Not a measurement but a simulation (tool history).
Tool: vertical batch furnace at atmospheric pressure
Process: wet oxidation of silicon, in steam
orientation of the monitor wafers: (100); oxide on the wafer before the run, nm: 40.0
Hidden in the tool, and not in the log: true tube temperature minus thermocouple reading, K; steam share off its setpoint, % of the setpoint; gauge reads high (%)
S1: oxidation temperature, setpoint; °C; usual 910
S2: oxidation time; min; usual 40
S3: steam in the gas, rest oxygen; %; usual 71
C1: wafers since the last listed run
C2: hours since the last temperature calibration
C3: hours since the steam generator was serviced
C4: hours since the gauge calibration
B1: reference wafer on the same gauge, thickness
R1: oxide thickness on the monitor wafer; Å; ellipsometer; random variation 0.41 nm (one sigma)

run,hour,S1,S2,S3,C1,C2,C3,C4,B1,R1
1,0,910,48,71,0,2388.4,3299.7,23.3,128.09,1434
2,20.7,910,48,71,249,2409.1,3320.4,44,127.9,1433.7
3,44.4,910,48,71,285,2432.8,3344.1,67.7,128.02,1432.7
4,71.8,896,40,71,329,2460.2,3371.5,95.1,128.07,1112.1
5,149.7,896,40,71,938,2538.1,3449.4,173,127.99,1107.1
6,164.8,896,40,71,181,2553.2,3464.5,188.1,127.91,1114.4
7,196,910,40,71,375,2584.4,3495.7,219.3,127.93,1274.2
8,215.1,910,40,71,229,2603.5,3514.8,238.4,127.94,1268.2
9,230.6,910,40,71,186,2619,3530.3,253.9,127.84,1262.5
10,257.6,910,40,71,325,2646,3557.3,280.9,127.97,1273.8
# hour 306: thermocouples replaced and temperature profile calibrated
11,306.5,910,40,71,299,0.5,3606.2,329.8,127.93,1276.1
12,311.3,910,40,71,57,5.3,3611,334.6,127.99,1271.4
# hour 336.7: steam generator serviced
13,337.2,910,40,71,22,31.2,0.5,360.5,127.99,1267.3
14,352.9,892,31.5,62,189,46.9,16.2,376.2,127.96,871.6
15,378.6,910,56.5,71,309,72.6,41.9,401.9,127.97,1599.2
16,392.4,910,59.5,71,166,86.4,55.7,415.7,128.09,1662.4
17,409.2,910,40,71,202,103.2,72.5,432.5,128.08,1271.3
# hour 411.4: gauge calibrated
18,440.6,903,40,68,378,134.6,103.9,29.2,127.89,1155.3
19,461.8,910,40,71,255,155.8,125.1,50.4,127.92,1269.4
20,496,888,23,65,411,190,159.3,84.6,128.06,737.4
21,514.1,921,23,66,217,208.1,177.4,102.7,127.99,953.2
22,541.4,910,40,71,328,235.4,204.7,130,127.9,1268.1
23,567.2,922,40,67,310,261.2,230.5,155.8,128.02,1356.1
24,585.9,910,40,71,225,279.9,249.2,174.5,128.02,1273.5
25,604.5,919,58.5,77,223,298.5,267.8,193.1,128.01,1874.9
26,628.4,923,56.5,75,287,322.4,291.7,217,128,1872.3

What the log doesn't show, run by run:
true tube temperature minus thermocouple reading, K: 0 in every run
steam share off its setpoint, % of the setpoint: 0 in every run
gauge reads high (%): 0 in every run
